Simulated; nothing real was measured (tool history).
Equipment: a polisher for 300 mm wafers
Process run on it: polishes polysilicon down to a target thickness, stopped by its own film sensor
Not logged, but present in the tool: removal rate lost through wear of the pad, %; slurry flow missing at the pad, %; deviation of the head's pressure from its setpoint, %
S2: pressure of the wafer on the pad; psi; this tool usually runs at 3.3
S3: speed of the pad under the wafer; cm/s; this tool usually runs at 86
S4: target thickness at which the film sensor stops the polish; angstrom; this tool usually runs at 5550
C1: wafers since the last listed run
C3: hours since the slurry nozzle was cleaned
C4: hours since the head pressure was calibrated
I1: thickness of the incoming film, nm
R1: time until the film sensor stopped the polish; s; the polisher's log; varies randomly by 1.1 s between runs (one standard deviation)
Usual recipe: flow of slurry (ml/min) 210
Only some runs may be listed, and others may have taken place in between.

Run 1, hour 0.0: usual settings but S3 72 cm/s; C1 0; wafers polished on this pad 3492; C3 150.5; C4 691.1; I1 1364.8. Result: R1 123.9 s.
Run 2, hour 47.2: usual settings but S3 72 cm/s; C1 566; wafers polished on this pad 4058; C3 197.7; C4 738.3; I1 1365.1. Result: R1 125.2 s.
At hour 72.8: worn pad replaced by a new one.
Run 3, hour 73.3: usual settings; C1 265; wafers polished on this pad 5; C3 223.8; C4 764.4; I1 1351.1. Result: R1 104.5 s.
Run 4, hour 120.7: usual settings; C1 568; wafers polished on this pad 574; C3 271.2; C4 811.8; I1 1338.0. Result: R1 101.7 s.
Run 5, hour 191.4: usual settings; C1 848; wafers polished on this pad 1422; C3 341.9; C4 882.5; I1 1340.5. Result: R1 103.2 s.
Run 6, hour 247.3: usual settings; C1 670; wafers polished on this pad 2092; C3 397.8; C4 938.4; I1 1364.7. Result: R1 107.0 s.
Run 7, hour 304.4: usual settings; C1 685; wafers polished on this pad 2778; C3 454.9; C4 995.5; I1 1347.8. Result: R1 105.0 s.
At hour 414.2: slurry nozzle cleaned.
At hour 461.1: worn pad replaced by a new one.
Run 8, hour 519.7: usual settings; C1 2522; wafers polished on this pad 702; C3 105.5; C4 1210.8; I1 1357.5. Result: R1 106.1 s.
Run 9, hour 578.3: usual settings but S3 66 cm/s; C1 703; wafers polished on this pad 1405; C3 164.1; C4 1269.4; I1 1347.6. Result: R1 135.8 s.
At hour 591.1: head pressure recalibrated.
Run 10, hour 630.7: usual settings but S3 66 cm/s; C1 604; wafers polished on this pad 2010; C3 216.5; C4 39.6; I1 1348.1. Result: R1 134.4 s.
Run 11, hour 664.8: usual settings but S3 66 cm/s; C1 409; wafers polished on this pad 2419; C3 250.6; C4 73.7; I1 1346.6. Result: R1 134.6 s.
Run 12, hour 696.9: usual settings; C1 385; wafers polished on this pad 2804; C3 282.7; C4 105.8; I1 1337.7. Result: R1 101.9 s.
Run 13, hour 768.5: usual settings; C1 858; wafers polished on this pad 3663; C3 354.3; C4 177.4; I1 1364.0. Result: R1 104.9 s.
At hour 801.6: worn pad replaced by a new one.
Run 14, hour 835.1: usual settings; C1 751; wafers polished on this pad 401; C3 420.9; C4 244.0; I1 1371.2. Result: R1 105.8 s.
Run 15, hour 863.2: usual settings but S2 4.1 psi; C1 337; wafers polished on this pad 738; C3 449.0; C4 272.1; I1 1347.4. Result: R1 89.5 s.
Run 16, hour 919.8: usual settings but S4 3450 angstrom; C1 679; wafers polished on this pad 1417; C3 505.6; C4 328.7; I1 1339.2. Result: R1 130.7 s.
Run 17, hour 954.3: usual settings; C1 413; wafers polished on this pad 1831; C3 540.1; C4 363.2; I1 1354.9. Result: R1 103.3 s.
At hour 963.1: slurry nozzle cleaned.
Run 18, hour 994.4: usual settings; C1 469; wafers polished on this pad 2300; C3 31.3; C4 403.3; I1 1326.9. Result: R1 100.1 s.
Run 19, hour 1046.9: usual settings; C1 629; wafers polished on this pad 2930; C3 83.8; C4 455.8; I1 1342.5. Result: R1 105.2 s.
Run 20, hour 1117.7: usual settings but S3 98 cm/s, S4 3640 angstrom; C1 849; wafers polished on this pad 3779; C3 154.6; C4 526.6; I1 1354.1. Result: R1 114.2 s.
Run 21, hour 1177.3: usual settings; C1 715; wafers polished on this pad 4494; C3 214.2; C4 586.2; I1 1338.9. Result: R1 103.4 s.
At hour 1190.6: worn pad replaced by a new one.
Run 22, hour 1202.9: usual settings but flow of slurry (ml/min) 140; C1 259; wafers polished on this pad 147; C3 239.8; C4 611.8; I1 1339.7. Result: R1 107.2 s.
Run 23, hour 1265.9: usual settings but S4 8250 angstrom; C1 755; wafers polished on this pad 903; C3 302.8; C4 674.8; I1 1350.8. Result: R1 68.5 s.
Run 24, hour 1300.1: usual settings; C1 410; wafers polished on this pad 1313; C3 337.0; C4 709.0; I1 1342.6. Result: R1 101.7 s.
Run 25, hour 1345.0: usual settings but S2 2.3 psi, S3 96 cm/s; C1 538; wafers polished on this pad 1852; C3 381.9; C4 753.9; I1 1326.1. Result: R1 116.0 s.
Run 26, hour 1416.1: usual settings but flow of slurry (ml/min) 275, S2 2.3 psi, S3 106 cm/s; C1 852; wafers polished on this pad 2705; C3 453.0; C4 825.0; I1 1353.3. Result: R1 105.9 s.

For run 27, what comes out?
At hour 1444.1: slurry nozzle cleaned.
Run 27, hour 1474.8: usual settings but flow of slurry (ml/min) 255, S2 4.2 psi, S3 68 cm/s; C1 692; wafers polished on this pad 3397; C3 30.7; C4 883.7; I1 1364.9. Result: R1 ?.

{"run 27": {"R1": 108.1}}
With no hidden state in the tool, this same run would have given R1 108.1 s.
